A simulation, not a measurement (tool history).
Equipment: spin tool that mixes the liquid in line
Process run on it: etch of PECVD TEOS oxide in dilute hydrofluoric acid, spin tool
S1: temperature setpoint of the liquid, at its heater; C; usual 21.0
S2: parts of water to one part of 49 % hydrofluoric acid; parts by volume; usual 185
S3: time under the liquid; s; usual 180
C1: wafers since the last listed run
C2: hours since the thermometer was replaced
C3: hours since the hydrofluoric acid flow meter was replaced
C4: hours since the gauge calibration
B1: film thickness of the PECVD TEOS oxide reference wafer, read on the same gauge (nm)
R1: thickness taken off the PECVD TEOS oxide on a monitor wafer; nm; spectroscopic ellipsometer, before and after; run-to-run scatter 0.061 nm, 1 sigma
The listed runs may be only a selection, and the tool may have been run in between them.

| run | hour | S1 | S2 | S3 | C1 | C2 | C3 | C4 | B1 | R1 |
|---|---|---|---|---|---|---|---|---|---|---|
| 1 | 0.0 | 21.0 | 185 | 180 | 0 | 1630.5 | 2117.3 | 106.2 | 150.00 | 11.53 |
| 2 | 15.7 | 23.0 | 185 | 180 | 136 | 1646.2 | 2133.0 | 121.9 | 150.02 | 12.49 |
| 3 | 24.5 | 21.0 | 185 | 180 | 76 | 1655.0 | 2141.8 | 130.7 | 149.99 | 11.50 |
| 4 | 40.6 | 21.0 | 205 | 180 | 139 | 1671.1 | 2157.9 | 146.8 | 150.01 | 10.14 |
| 5 | 55.0 | 19.5 | 185 | 230 | 125 | 1685.5 | 2172.3 | 161.2 | 149.99 | 13.93 |
|  | 61.2 | gauge calibrated |
| 6 | 68.6 | 21.0 | 185 | 180 | 118 | 1699.1 | 2185.9 | 7.4 | 150.00 | 11.57 |
| 7 | 80.0 | 21.0 | 185 | 180 | 99 | 1710.5 | 2197.3 | 18.8 | 150.00 | 11.49 |
| 8 | 87.4 | 21.0 | 185 | 180 | 64 | 1717.9 | 2204.7 | 26.2 | 150.02 | 11.44 |
| 9 | 96.3 | 21.0 | 185 | 180 | 77 | 1726.8 | 2213.6 | 35.1 | 150.00 | 11.51 |
| 10 | 112.4 | 21.0 | 185 | 180 | 139 | 1742.9 | 2229.7 | 51.2 | 150.01 | 11.51 |
| 11 | 120.7 | 21.0 | 140 | 180 | 72 | 1751.2 | 2238.0 | 59.5 | 149.98 | 15.96 |
|  | 130.5 | thermometer replaced |
| 12 | 138.0 | 21.0 | 140 | 180 | 141 | 7.5 | 2255.3 | 76.8 | 150.00 | 16.05 |
| 13 | 152.4 | 21.0 | 140 | 180 | 125 | 21.9 | 2269.7 | 91.2 | 149.98 | 15.98 |
| 14 | 161.7 | 17.5 | 185 | 210 | 80 | 31.2 | 2279.0 | 100.5 | 150.03 | 11.61 |

Run 15 is up next; what results do you expect?
| 15 | 175.0 | 19.5 | 220 | 130 | 115 | 44.5 | 2292.3 | 113.8 | ? | ? |

Logged for run 15: B1 149.99, R1 6.29 nm.
Take away the tool's hidden state, keep the run-to-run variation as it was, and the same run would have given R1 7.60 nm.

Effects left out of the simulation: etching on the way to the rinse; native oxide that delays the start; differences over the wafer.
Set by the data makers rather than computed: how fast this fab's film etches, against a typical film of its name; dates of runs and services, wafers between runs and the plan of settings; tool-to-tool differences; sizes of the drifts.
